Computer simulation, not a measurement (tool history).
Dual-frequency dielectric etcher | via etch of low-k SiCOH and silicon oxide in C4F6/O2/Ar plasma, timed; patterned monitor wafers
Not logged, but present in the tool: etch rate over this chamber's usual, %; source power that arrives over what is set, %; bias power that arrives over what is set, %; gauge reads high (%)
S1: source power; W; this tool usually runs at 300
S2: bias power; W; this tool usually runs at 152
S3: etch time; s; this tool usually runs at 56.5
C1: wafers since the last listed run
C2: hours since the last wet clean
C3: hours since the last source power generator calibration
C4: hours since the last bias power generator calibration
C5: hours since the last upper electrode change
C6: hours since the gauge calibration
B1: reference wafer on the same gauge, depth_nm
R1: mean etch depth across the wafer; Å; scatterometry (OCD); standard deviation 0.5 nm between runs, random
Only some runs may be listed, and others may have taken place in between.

run,hour,S1,S2,S3,C1,C2,C3,C4,C5,C6,B1,R1
1,0.0,300,152,56.5,0,390.8,805.1,1123.8,551.9,947.2,134.0,1234
# hour 35.0: wet clean of the chamber
2,163.2,300,152,56.5,2219,128.2,968.3,1287.0,715.1,1110.4,134.0,1243
3,409.4,300,152,56.5,3925,374.4,1214.5,1533.2,961.3,1356.6,134.0,1225
# hour 440.5: wet clean of the chamber
4,463.8,300,152,56.5,484,23.3,1268.9,1587.6,1015.7,1411.0,134.0,1245
5,568.4,300,152,56.5,1667,127.9,1373.5,1692.2,1120.3,1515.6,134.1,1236
6,613.9,300,152,56.5,725,173.4,1419.0,1737.7,1165.8,1561.1,134.0,1237
7,702.8,300,152,56.5,1417,262.3,1507.9,1826.6,1254.7,1650.0,134.1,1232
8,784.6,300,152,56.5,1304,344.1,1589.7,1908.4,1336.5,1731.8,134.1,1227
9,873.9,300,152,56.5,1423,433.4,1679.0,1997.7,1425.8,1821.1,134.1,1222
# hour 905.6: wet clean of the chamber
10,912.6,300,152,56.5,234,7.0,1717.7,2036.4,1464.5,1859.8,134.1,1240
# hour 948.5: bias power generator calibrated
11,1017.3,300,152,56.5,1605,111.7,1822.4,68.8,1569.2,1964.5,134.0,1240
12,1054.3,300,152,66.0,589,148.7,1859.4,105.8,1606.2,2001.5,134.0,1439
13,1099.0,300,152,66.0,712,193.4,1904.1,150.5,1650.9,2046.2,134.0,1445
# hour 1181.4: gauge calibrated
14,1195.5,300,152,56.5,1538,289.9,2000.6,247.0,1747.4,14.1,134.1,1226
# hour 1293.3: wet clean of the chamber
15,1294.3,300,163,69.5,1192,1.0,2099.4,345.8,1846.2,112.9,134.0,1558
16,1342.5,230,152,69.0,768,49.2,2147.6,394.0,1894.4,161.1,134.0,1369

Expected results for the next run?
17,1410.0,220,167,52.0,1076,116.7,2215.1,461.5,1961.9,228.6,?,?

{"run 17": {"B1": 134.0, "R1": 1026}}
The same run, on a tool lacking any hidden state, would have yielded R1 1047 Å.
